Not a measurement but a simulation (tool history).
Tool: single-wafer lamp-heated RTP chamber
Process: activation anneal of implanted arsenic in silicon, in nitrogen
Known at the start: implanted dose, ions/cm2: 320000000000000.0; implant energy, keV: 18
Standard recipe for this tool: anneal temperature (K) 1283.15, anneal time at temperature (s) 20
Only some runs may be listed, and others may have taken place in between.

| run | day | anneal temperature (K) | anneal time at temperature (s) | read-back reference wafer on the same gauge, sheet resistance | sheet resistance of the implanted and annealed layer (ohm/square) |
|---|---|---|---|---|---|
| 1 | 0.000 | 1283.15 | 20 | 294.01 | 298.81 |
|  | 0.783 | pyrometer window cleaned and pyrometer calibrated |
| 2 | 0.804 | 1283.15 | 20 | 294.04 | 299.88 |
| 3 | 1.862 | 1283.15 | 20 | 293.91 | 300.64 |
| 4 | 2.421 | 1263.15 | 20 | 294.02 | 302.21 |
| 5 | 3.042 | 1263.15 | 20 | 293.98 | 301.84 |
| 6 | 4.358 | 1283.15 | 20 | 293.90 | 298.99 |
| 7 | 5.088 | 1277.15 | 25 | 293.88 | 299.45 |
| 8 | 6.083 | 1277.15 | 25 | 294.02 | 298.47 |
| 9 | 6.683 | 1277.15 | 25 | 293.95 | 299.17 |
| 10 | 8.092 | 1283.15 | 11 | 294.04 | 302.27 |
| 11 | 9.096 | 1283.15 | 11 | 294.07 | 301.65 |
| 12 | 10.450 | 1283.15 | 20 | 293.91 | 299.29 |
| 13 | 11.546 | 1270.15 | 20 | 294.12 | 300.36 |
|  | 12.083 | pyrometer window cleaned and pyrometer calibrated |
| 14 | 12.671 | 1283.15 | 20 | 293.91 | 300.91 |

Run 15, settings as shown, results not yet in. Your forecast:
| 15 | 13.475 | 1293.15 | 32 | ? | ? |

{"run 15": {"read-back reference wafer on the same gauge, sheet resistance": 294.09, "sheet resistance of the implanted and annealed layer (ohm/square)": 295.56}}
If the tool had no hidden condition, the same run with the same run-to-run variation would have returned sheet resistance of the implanted and annealed layer (ohm/square) 295.97.

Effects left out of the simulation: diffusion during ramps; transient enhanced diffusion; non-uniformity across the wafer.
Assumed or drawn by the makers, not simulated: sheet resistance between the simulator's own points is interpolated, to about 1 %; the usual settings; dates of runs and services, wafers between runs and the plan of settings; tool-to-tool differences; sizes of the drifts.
